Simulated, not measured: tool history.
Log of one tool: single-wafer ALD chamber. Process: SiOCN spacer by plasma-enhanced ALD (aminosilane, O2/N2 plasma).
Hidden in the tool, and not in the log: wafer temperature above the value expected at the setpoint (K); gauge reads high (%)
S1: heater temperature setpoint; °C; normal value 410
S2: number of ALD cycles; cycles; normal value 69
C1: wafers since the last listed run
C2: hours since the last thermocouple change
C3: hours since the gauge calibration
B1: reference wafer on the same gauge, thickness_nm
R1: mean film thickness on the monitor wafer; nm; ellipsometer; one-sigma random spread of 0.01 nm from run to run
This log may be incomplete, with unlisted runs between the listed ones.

run,hour,S1,S2,C1,C2,C3,B1,R1
1,0.0,410,69,0,1537.1,159.2,4.490,4.011
2,25.9,410,69,95,1563.0,185.1,4.488,4.009
3,47.2,410,69,78,1584.3,206.4,4.479,3.992
4,68.7,413,72,79,1605.8,227.9,4.477,4.143
5,89.4,410,69,76,1626.5,248.6,4.476,3.982
6,124.3,410,69,128,1661.4,283.5,4.465,3.977
7,153.5,410,69,107,1690.6,312.7,4.461,3.986
8,168.7,419,69,55,1705.8,327.9,4.457,3.903
9,197.5,419,69,106,1734.6,356.7,4.454,3.885
10,215.0,419,69,64,1752.1,374.2,4.453,3.888
# hour 245.5: thermocouple changed; heater temperature recalibrated
11,246.0,421,69,84,0.5,405.2,4.444,3.867
12,272.0,410,66,95,26.5,431.2,4.439,3.806
13,287.3,416,69,56,41.8,446.5,4.442,3.908
14,311.9,416,69,90,66.4,471.1,4.430,3.908
# hour 327.3: gauge calibrated
15,347.9,410,69,132,102.4,20.6,4.528,4.042
16,382.2,400,74,126,136.7,54.9,4.519,4.461
17,396.6,410,56,53,151.1,69.3,4.519,3.270
18,416.0,418,62,71,170.5,88.7,4.516,3.545
19,442.8,410,69,98,197.3,115.5,4.506,4.044
20,457.3,410,69,53,211.8,130.0,4.504,4.046
21,481.6,406,79,89,236.1,154.3,4.500,4.655
22,504.1,399,76,82,258.6,176.8,4.496,4.585
23,529.1,410,69,92,283.6,201.8,4.491,4.029
24,559.0,410,69,110,313.5,231.7,4.486,4.013
25,578.3,410,69,71,332.8,251.0,4.485,4.021
26,608.5,410,69,111,363.0,281.2,4.478,4.023
27,627.8,406,69,71,382.3,300.5,4.473,4.037
28,654.2,403,76,97,408.7,326.9,4.467,4.493
29,678.1,421,58,88,432.6,350.8,4.465,3.250
30,706.7,399,83,105,461.2,379.4,4.462,4.921

The same runs without the tool's hidden state, with the same run-to-run variation:
run,R1
1,4.048
2,4.050
3,4.036
4,4.193
5,4.033
6,4.034
7,4.048
8,3.966
9,3.952
10,3.958
11,3.942
12,3.883
13,3.990
14,3.994
15,4.046
16,4.472
17,3.280
18,3.559
19,4.064
20,4.068
21,4.685
22,4.619
23,4.063
24,4.052
25,4.063
26,4.070
27,4.087
28,4.554
29,3.297
30,4.998
